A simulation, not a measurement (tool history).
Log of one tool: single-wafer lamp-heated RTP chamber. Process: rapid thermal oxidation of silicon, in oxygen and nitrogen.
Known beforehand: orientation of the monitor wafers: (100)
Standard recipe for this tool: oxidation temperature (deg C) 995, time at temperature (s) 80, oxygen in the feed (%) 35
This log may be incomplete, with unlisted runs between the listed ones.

run    hour  oxidation temperature (deg C)  time at temperature (s)  oxygen in the feed (%)  read-back reference wafer on the same gauge, thickness  oxide thickness on the monitor wafer (nm)
  1       0                            995                       80                      47                                                   3.827                                      5.118
       36.9  -- gauge calibrated
  2    68.2                            984                       80                      18                                                   3.825                                      3.595
  3   137.7                            995                       80                      35                                                   3.831                                      4.704
      208.4  -- pyrometer window cleaned and pyrometer calibrated
  4   238.4                            973                       80                      35                                                   3.829                                      4.052
  5   330.5                            974                       80                      35                                                    3.83                                      4.039
  6   479.2                            974                       80                      35                                                   3.835                                      4.031
  7   528.2                            974                       80                      35                                                    3.84                                      4.028
  8   586.8                            995                       80                      35                                                   3.834                                      4.673
      634.8  -- pyrometer window cleaned and pyrometer calibrated
  9   660.1                            995                       80                      35                                                   3.828                                      4.644
 10   929.2                            995                       80                      35                                                   3.833                                      4.656
     1062.7  -- pyrometer window cleaned and pyrometer calibrated
 11  1152.7                            981                       50                      55                                                   3.828                                      4.027
 12    1258                            995                       80                      35                                                    3.83                                       4.61
     1270.4  -- gauge calibrated
       1307  -- oxygen flow controller replaced
 13  1348.5                            974                       60                      35                                                   3.834                                      3.639
 14  1444.3                            995                       46                      46                                                    3.83                                      4.053
 15    1515                            968                       44                      17                                                   3.831                                      2.788
 16  1584.4                            995                      112                      20                                                   3.829                                      4.457
     1594.2  -- pyrometer window cleaned and pyrometer calibrated
 17  1673.3                            980                       80                      17                                                   3.825                                      3.475
 18  1731.1                           1012                       99                      27                                                   3.828                                      5.191
 19  1802.3                            995                       80                      35                                                   3.831                                       4.61

Predict the results of run 20:
 20  1896.6                            995                       80                      18                                                       ?                                          ?

Run 20 produced read-back reference wafer on the same gauge, thickness 3.828, oxide thickness on the monitor wafer (nm) 3.785.
The same run, on a tool lacking any hidden state, would have yielded oxide thickness on the monitor wafer (nm) 3.785.
